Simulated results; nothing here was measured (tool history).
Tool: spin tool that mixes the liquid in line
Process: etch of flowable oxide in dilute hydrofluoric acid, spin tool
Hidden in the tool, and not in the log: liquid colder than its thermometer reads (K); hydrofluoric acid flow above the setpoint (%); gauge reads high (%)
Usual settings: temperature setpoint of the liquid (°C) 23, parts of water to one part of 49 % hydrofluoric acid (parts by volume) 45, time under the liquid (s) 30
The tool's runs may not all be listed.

run     day  temperature setpoint of the liquid (°C)  parts of water to one part of 49 % hydrofluoric acid (parts by volume)  time under the liquid (s)  wafers since the last listed run  hours since the thermometer was replaced  hours since the hydrofluoric acid flow meter was replaced  hours since the gauge calibration  read-back film thickness of the flowable oxide reference wafer, read on the same gauge (nm)  thickness taken off the flowable oxide on a monitor wafer (Å)
  1       0                                     20.5                                                                      45                         30                                 0                                    1646.2                                                      679.4                             1291.4                                                                                       130.01                                                          280.6
  2   1.862                                       23                                                                      45                         30                               582                                    1690.9                                                      724.1                             1336.1                                                                                       130.01                                                          311.2
  3   4.833                                       23                                                                      45                         30                               929                                    1762.2                                                      795.4                             1407.4                                                                                       129.99                                                          312.5
  4     6.3                                       23                                                                      45                         30                               459                                    1797.4                                                      830.6                             1442.6                                                                                          130                                                          315.6
  5   8.458                                       23                                                                      45                         30                               675                                    1849.2                                                      882.4                             1494.4                                                                                       130.01                                                          316.2
      9.083  -- thermometer replaced
  6   9.921                                       23                                                                      45                         30                               444                                      20.1                                                      917.5                             1529.5                                                                                          130                                                          318.5
     10.717  -- gauge calibrated
  7  12.371                                       23                                                                      35                         30                               766                                      78.9                                                      976.3                               39.7                                                                                       129.98                                                            415
     12.462  -- hydrofluoric acid flow meter replaced
  8  13.692                                       23                                                                      35                         30                               400                                     110.6                                                       29.5                               71.4                                                                                       129.99                                                            384
  9  16.425                                       23                                                                      45                         30                               855                                     176.2                                                       95.1                                137                                                                                          130                                                          300.5
 10  18.112                                       23                                                                      45                         30                               528                                     216.7                                                      135.6                              177.5                                                                                          130                                                          294.8
 11  20.383                                       23                                                                      45                         30                               710                                     271.2                                                      190.1                                232                                                                                       129.97                                                          296.5
 12  22.821                                       23                                                                      45                         30                               762                                     329.7                                                      248.6                              290.5                                                                                       130.01                                                          300.1
 13  25.604                                       25                                                                      45                         30                               871                                     396.5                                                      315.4                              357.3                                                                                       129.99                                                          328.1
 14  27.233                                       26                                                                      45                         15                               509                                     435.6                                                      354.5                              396.4                                                                                       130.01                                                          170.7
 15  29.188                                       27                                                                      45                         25                               611                                     482.5                                                      401.4                              443.3                                                                                       129.99                                                          295.8
 16  31.496                                       23                                                                      45                         30                               722                                     537.9                                                      456.8                              498.7                                                                                       130.01                                                            306
 17    34.2                                     21.5                                                                      45                         35                               846                                     602.8                                                      521.7                              563.6                                                                                       130.01                                                          338.6
 18  37.008                                       27                                                                      40                         35                               878                                     670.2                                                      589.1                                631                                                                                       129.98                                                            480
 19  38.517                                       28                                                                      55                         20                               472                                     706.4                                                      625.3                              667.2                                                                                          130                                                            202
 20  41.392                                       20                                                                      45                         15                               899                                     775.4                                                      694.3                              736.2                                                                                          130                                                          135.7
 21  43.225                                     19.5                                                                      40                         25                               573                                     819.4                                                      738.3                              780.2                                                                                       129.99                                                          252.5
 22  44.992                                       23                                                                      40                         30                               552                                     861.8                                                      780.7                              822.6                                                                                          130                                                          353.7
 23  47.871                                       21                                                                      60                         30                               901                                     930.9                                                      849.8                              891.7                                                                                          130                                                          210.8
 24   50.15                                       20                                                                      45                         20                               713                                     985.6                                                      904.5                              946.4                                                                                          130                                                          183.6
 25  51.271                                     21.5                                                                      60                         30                               350                                    1012.5                                                      931.4                              973.3                                                                                          130                                                            221
 26  52.279                                       21                                                                      45                         30                               315                                    1036.7                                                      955.6                              997.5                                                                                          130                                                            289
 27  53.958                                     24.5                                                                      40                         20                               525                                      1077                                                      995.9                             1037.8                                                                                          130                                                          253.4
     54.842  -- hydrofluoric acid flow meter replaced
 28  55.604                                       23                                                                      45                         30                               502                                    1116.5                                                       18.3                             1077.3                                                                                          130                                                          295.3
 29  57.767                                     19.5                                                                      35                         15                               676                                    1168.4                                                       70.2                             1129.2                                                                                          130                                                          166.2
 30  60.133                                     25.5                                                                      60                         30                               740                                    1225.2                                                        127                               1186                                                                                       129.99                                                          239.3
 31  61.154                                     26.5                                                                      45                         35                               319                                    1249.7                                                      151.5                             1210.5                                                                                       129.99                                                          399.7
     63.983  -- gauge calibrated
 32  64.112                                       23                                                                      45                         30                               925                                    1320.7                                                      222.5                                3.1                                                                                       130.01                                                          299.1
 33  66.692                                       26                                                                      30                         30                               807                                    1382.6                                                      284.4                                 65                                                                                          130                                                          524.4

4 ways to go on from here, each from the tool as it stands after run 33. What would each give?
  A  66.708                                       23                                                                      45                         45                                 5                                      1383                                                      284.8                               65.4                                                                                            ?                                                              ?
  B  66.708                                     19.5                                                                      65                         20                                 5                                      1383                                                      284.8                               65.4                                                                                            ?                                                              ?
  C  66.708                                       19                                                                      45                         15                                 5                                      1383                                                      284.8                               65.4                                                                                            ?                                                              ?
  D  66.708                                       20                                                                      35                         40                                 5                                      1383                                                      284.8                               65.4                                                                                            ?                                                              ?

run  read-back film thickness of the flowable oxide reference wafer, read on the same gauge (nm)  thickness taken off the flowable oxide on a monitor wafer (Å)
  A                                                                                          130                                                          457.3
  B                                                                                          130                                                          118.6
  C                                                                                          130                                                          128.7
  D                                                                                          130                                                            466
Without the tool's hidden state the same runs would have given:
run  thickness taken off the flowable oxide on a monitor wafer (Å)
  A                                                          446.8
  B                                                          115.8
  C                                                          125.7
  D                                                          455.4

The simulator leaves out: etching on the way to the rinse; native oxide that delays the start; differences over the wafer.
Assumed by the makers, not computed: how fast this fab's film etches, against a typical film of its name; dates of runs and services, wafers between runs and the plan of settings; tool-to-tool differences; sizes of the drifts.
